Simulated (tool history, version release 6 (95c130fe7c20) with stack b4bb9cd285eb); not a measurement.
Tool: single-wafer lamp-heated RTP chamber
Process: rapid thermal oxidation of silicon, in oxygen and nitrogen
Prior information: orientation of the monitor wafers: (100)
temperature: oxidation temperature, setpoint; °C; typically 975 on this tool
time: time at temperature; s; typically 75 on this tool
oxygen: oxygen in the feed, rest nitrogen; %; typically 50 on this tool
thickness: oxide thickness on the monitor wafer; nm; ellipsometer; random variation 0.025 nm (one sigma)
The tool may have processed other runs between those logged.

run	day	temperature	time	oxygen	read-back reference wafer on the same gauge, thickness	thickness
1	0	975	102	50	4.013	5.117
2	0.596	975	102	50	4.023	5.128
3	1.296	975	102	50	4.02	5.133
4	2.062	975	75	50	4.02	4.488
5	3.158	975	75	50	4.029	4.546
6	4.042	975	75	50	4.017	4.557
7	4.746	975	50	50	4.023	3.873
8	5.262	975	55	29	4.017	3.474
9	6.033	975	55	29	4.015	3.495
10	7.1	975	75	31	4.018	3.948
11	8.242	975	75	31	4.017	3.942
12	9.562	1001	38	31	4.014	3.595
13	10.15	990	98	31	4.026	4.95
14	10.725	975	75	21	4.016	3.617
# day 11.208: oxygen flow controller replaced
15	12.067	975	75	50	4.02	4.626
# day 12.417: gauge calibrated
16	12.75	975	75	78	4.018	5.346
# day 13.538: pyrometer window cleaned and pyrometer calibrated
17	16.133	975	46	24	4.021	3.148
18	17.579	975	75	50	4.022	4.611
19	18.329	975	108	37	4.021	4.843
20	18.925	955	99	50	4.015	4.53
21	20.154	1000	50	25	4.029	3.736
22	21.438	975	75	50	4.02	4.564

Hidden state, per run?
deviation of the oxygen flow from its setpoint, %: 0 across all the runs
gauge reads high (%): 0 across all the runs
H1: true wafer temperature minus pyrometer reading, K
run	H1
1	0.817
2	1.29
3	1.77
4	2.22
5	2.76
6	3.11
7	3.34
8	3.49
9	3.69
10	3.92
11	4.11
12	4.28
13	4.34
14	4.39
15	4.5
16	4.54
17	2.85
18	3.57
19	3.86
20	4.06
21	4.4
22	4.68

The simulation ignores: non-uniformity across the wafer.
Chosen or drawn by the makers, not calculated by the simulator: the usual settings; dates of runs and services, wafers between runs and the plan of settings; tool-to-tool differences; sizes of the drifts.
